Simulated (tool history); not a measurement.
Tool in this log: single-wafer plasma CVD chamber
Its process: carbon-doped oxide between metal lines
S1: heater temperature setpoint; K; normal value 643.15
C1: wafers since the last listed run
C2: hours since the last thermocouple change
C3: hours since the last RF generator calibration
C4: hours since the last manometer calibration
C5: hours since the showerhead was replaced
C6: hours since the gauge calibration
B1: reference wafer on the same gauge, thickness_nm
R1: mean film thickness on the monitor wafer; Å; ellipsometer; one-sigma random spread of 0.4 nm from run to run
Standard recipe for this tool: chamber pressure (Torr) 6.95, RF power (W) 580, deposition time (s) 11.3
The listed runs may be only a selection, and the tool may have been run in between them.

{"run": 1, "hour": 0.0, "S1": 643.15, "chamber pressure (Torr)": 6.95, "RF power (W)": 580, "deposition time (s)": 13.0, "C1": 0, "C2": 2189.8, "C3": 1627.2, "C4": 1635.3, "C5": 2237.8, "C6": 1239.8, "B1": 77.256, "R1": 738.94}
{"run": 2, "hour": 60.1, "S1": 643.15, "chamber pressure (Torr)": 6.95, "RF power (W)": 580, "deposition time (s)": 13.0, "C1": 2211, "C2": 2249.9, "C3": 1687.3, "C4": 1695.4, "C5": 2297.9, "C6": 1299.9, "B1": 77.444, "R1": 735.46}
{"hour": 96.1, "done": "RF generator calibrated"}
{"run": 3, "hour": 96.6, "S1": 643.15, "chamber pressure (Torr)": 6.95, "RF power (W)": 580, "deposition time (s)": 11.3, "C1": 1048, "C2": 2286.4, "C3": 0.5, "C4": 1731.9, "C5": 2334.4, "C6": 1336.4, "B1": 77.365, "R1": 684.06}
{"run": 4, "hour": 148.9, "S1": 643.15, "chamber pressure (Torr)": 6.95, "RF power (W)": 580, "deposition time (s)": 11.3, "C1": 1924, "C2": 2338.7, "C3": 52.8, "C4": 1784.2, "C5": 2386.7, "C6": 1388.7, "B1": 77.144, "R1": 687.15}
{"run": 5, "hour": 193.1, "S1": 643.15, "chamber pressure (Torr)": 6.95, "RF power (W)": 580, "deposition time (s)": 11.3, "C1": 1626, "C2": 2382.9, "C3": 97.0, "C4": 1828.4, "C5": 2430.9, "C6": 1432.9, "B1": 77.376, "R1": 686.54}
{"run": 6, "hour": 238.6, "S1": 643.15, "chamber pressure (Torr)": 6.95, "RF power (W)": 580, "deposition time (s)": 11.3, "C1": 1674, "C2": 2428.4, "C3": 142.5, "C4": 1873.9, "C5": 2476.4, "C6": 1478.4, "B1": 77.403, "R1": 691.4}
{"hour": 289.6, "done": "capacitance manometer re-zeroed and calibrated"}
{"run": 7, "hour": 290.1, "S1": 643.15, "chamber pressure (Torr)": 6.95, "RF power (W)": 580, "deposition time (s)": 10.0, "C1": 1600, "C2": 2479.9, "C3": 194.0, "C4": 0.5, "C5": 2527.9, "C6": 1529.9, "B1": 77.143, "R1": 600.66}
{"run": 8, "hour": 322.8, "S1": 652.15, "chamber pressure (Torr)": 6.95, "RF power (W)": 580, "deposition time (s)": 11.3, "C1": 1203, "C2": 2512.6, "C3": 226.7, "C4": 33.2, "C5": 2560.6, "C6": 1562.6, "B1": 77.245, "R1": 666.98}
{"hour": 329.6, "done": "gauge calibrated"}
{"run": 9, "hour": 385.1, "S1": 656.15, "chamber pressure (Torr)": 5.85, "RF power (W)": 475, "deposition time (s)": 12.6, "C1": 2292, "C2": 2574.9, "C3": 289.0, "C4": 95.5, "C5": 2622.9, "C6": 55.5, "B1": 77.157, "R1": 625.77}
{"run": 10, "hour": 451.5, "S1": 643.15, "chamber pressure (Torr)": 6.95, "RF power (W)": 620, "deposition time (s)": 11.3, "C1": 2442, "C2": 2641.3, "C3": 355.4, "C4": 161.9, "C5": 2689.3, "C6": 121.9, "B1": 77.259, "R1": 722.23}
{"hour": 502.6, "done": "thermocouple changed; heater temperature recalibrated"}
{"run": 11, "hour": 659.4, "S1": 643.15, "chamber pressure (Torr)": 6.95, "RF power (W)": 580, "deposition time (s)": 11.3, "C1": 7354, "C2": 156.8, "C3": 563.3, "C4": 369.8, "C5": 2897.2, "C6": 329.8, "B1": 77.243, "R1": 677.87}
{"run": 12, "hour": 748.0, "S1": 638.15, "chamber pressure (Torr)": 6.41, "RF power (W)": 510, "deposition time (s)": 11.3, "C1": 3259, "C2": 245.4, "C3": 651.9, "C4": 458.4, "C5": 2985.8, "C6": 418.4, "B1": 77.154, "R1": 626.9}
{"run": 13, "hour": 810.5, "S1": 636.15, "chamber pressure (Torr)": 7.62, "RF power (W)": 645, "deposition time (s)": 10.6, "C1": 2299, "C2": 307.9, "C3": 714.4, "C4": 520.9, "C5": 3048.3, "C6": 480.9, "B1": 77.476, "R1": 708.08}
{"run": 14, "hour": 855.7, "S1": 643.15, "chamber pressure (Torr)": 6.95, "RF power (W)": 580, "deposition time (s)": 11.3, "C1": 1662, "C2": 353.1, "C3": 759.6, "C4": 566.1, "C5": 3093.5, "C6": 526.1, "B1": 77.215, "R1": 679.64}
{"run": 15, "hour": 886.3, "S1": 655.15, "chamber pressure (Torr)": 6.95, "RF power (W)": 580, "deposition time (s)": 9.8, "C1": 1125, "C2": 383.7, "C3": 790.2, "C4": 596.7, "C5": 3124.1, "C6": 556.7, "B1": 77.177, "R1": 570.11}
{"hour": 906.7, "done": "showerhead replaced"}
{"run": 16, "hour": 936.9, "S1": 643.15, "chamber pressure (Torr)": 6.95, "RF power (W)": 510, "deposition time (s)": 9.1, "C1": 1567, "C2": 434.3, "C3": 840.8, "C4": 647.3, "C5": 30.2, "C6": 607.3, "B1": 77.393, "R1": 500.74}
{"run": 17, "hour": 993.5, "S1": 651.15, "chamber pressure (Torr)": 6.95, "RF power (W)": 580, "deposition time (s)": 11.3, "C1": 2082, "C2": 490.9, "C3": 897.4, "C4": 703.9, "C5": 86.8, "C6": 663.9, "B1": 77.342, "R1": 653.14}
{"run": 18, "hour": 1063.3, "S1": 628.15, "chamber pressure (Torr)": 6.95, "RF power (W)": 580, "deposition time (s)": 11.3, "C1": 2568, "C2": 560.7, "C3": 967.2, "C4": 773.7, "C5": 156.6, "C6": 733.7, "B1": 77.359, "R1": 706.68}
{"run": 19, "hour": 1116.9, "S1": 643.15, "chamber pressure (Torr)": 6.95, "RF power (W)": 580, "deposition time (s)": 11.3, "C1": 1972, "C2": 614.3, "C3": 1020.8, "C4": 827.3, "C5": 210.2, "C6": 787.3, "B1": 77.35, "R1": 672.35}
{"run": 20, "hour": 1174.4, "S1": 631.15, "chamber pressure (Torr)": 5.23, "RF power (W)": 580, "deposition time (s)": 13.3, "C1": 2115, "C2": 671.8, "C3": 1078.3, "C4": 884.8, "C5": 267.7, "C6": 844.8, "B1": 77.335, "R1": 792.07}
{"run": 21, "hour": 1220.8, "S1": 643.15, "chamber pressure (Torr)": 6.95, "RF power (W)": 580, "deposition time (s)": 11.3, "C1": 1707, "C2": 718.2, "C3": 1124.7, "C4": 931.2, "C5": 314.1, "C6": 891.2, "B1": 77.403, "R1": 670.19}
{"run": 22, "hour": 1259.1, "S1": 643.15, "chamber pressure (Torr)": 6.95, "RF power (W)": 580, "deposition time (s)": 11.3, "C1": 1409, "C2": 756.5, "C3": 1163.0, "C4": 969.5, "C5": 352.4, "C6": 929.5, "B1": 77.364, "R1": 664.16}
{"run": 23, "hour": 1320.2, "S1": 643.15, "chamber pressure (Torr)": 6.95, "RF power (W)": 695, "deposition time (s)": 12.4, "C1": 2247, "C2": 817.6, "C3": 1224.1, "C4": 1030.6, "C5": 413.5, "C6": 990.6, "B1": 77.367, "R1": 825.83}
{"run": 24, "hour": 1367.8, "S1": 655.15, "chamber pressure (Torr)": 6.95, "RF power (W)": 505, "deposition time (s)": 12.8, "C1": 1751, "C2": 865.2, "C3": 1271.7, "C4": 1078.2, "C5": 461.1, "C6": 1038.2, "B1": 77.576, "R1": 657.61}
{"run": 25, "hour": 1423.7, "S1": 643.15, "chamber pressure (Torr)": 6.95, "RF power (W)": 515, "deposition time (s)": 12.2, "C1": 2056, "C2": 921.1, "C3": 1327.6, "C4": 1134.1, "C5": 517.0, "C6": 1094.1, "B1": 77.278, "R1": 648.75}
{"run": 26, "hour": 1462.9, "S1": 643.15, "chamber pressure (Torr)": 6.95, "RF power (W)": 580, "deposition time (s)": 11.3, "C1": 1442, "C2": 960.3, "C3": 1366.8, "C4": 1173.3, "C5": 556.2, "C6": 1133.3, "B1": 77.034, "R1": 659.08}
{"run": 27, "hour": 1551.8, "S1": 628.15, "chamber pressure (Torr)": 8.42, "RF power (W)": 650, "deposition time (s)": 12.1, "C1": 3270, "C2": 1049.2, "C3": 1455.7, "C4": 1262.2, "C5": 645.1, "C6": 1222.2, "B1": 77.331, "R1": 800.98}
{"run": 28, "hour": 1580.8, "S1": 643.15, "chamber pressure (Torr)": 6.95, "RF power (W)": 520, "deposition time (s)": 11.3, "C1": 1066, "C2": 1078.2, "C3": 1484.7, "C4": 1291.2, "C5": 674.1, "C6": 1251.2, "B1": 77.237, "R1": 605.01}

Entry by entry between the runs, the difference in hidden state between the last listed run before and the first listed run after:
Between runs 2 and 3: RF generator calibrated (hour 96.1)
  delivered RF power above the setpoint (%): -9.36 -> -0.428
  measured less the result without the state, R1: -51.90 -> -2.00 Å
Between runs 6 and 7: capacitance manometer re-zeroed and calibrated (hour 289.6)
  delivered RF power above the setpoint (%): -0.492 -> -0.547
  measured less the result without the state, R1: -2.32 -> -2.25 Å
Between runs 8 and 9: gauge calibrated (hour 329.6)
  delivered RF power above the setpoint (%): -0.591 -> -0.693
  measured less the result without the state, R1: -2.69 -> -3.11 Å
Between runs 10 and 11: thermocouple changed; heater temperature recalibrated (hour 502.6)
  delivered RF power above the setpoint (%): -0.829 -> -1.44
  measured less the result without the state, R1: -4.10 -> -6.71 Å
Between runs 15 and 16: showerhead replaced (hour 906.7)
  delivered RF power above the setpoint (%): -2.41 -> -2.68
  measured less the result without the state, R1: -9.56 -> -9.76 Å
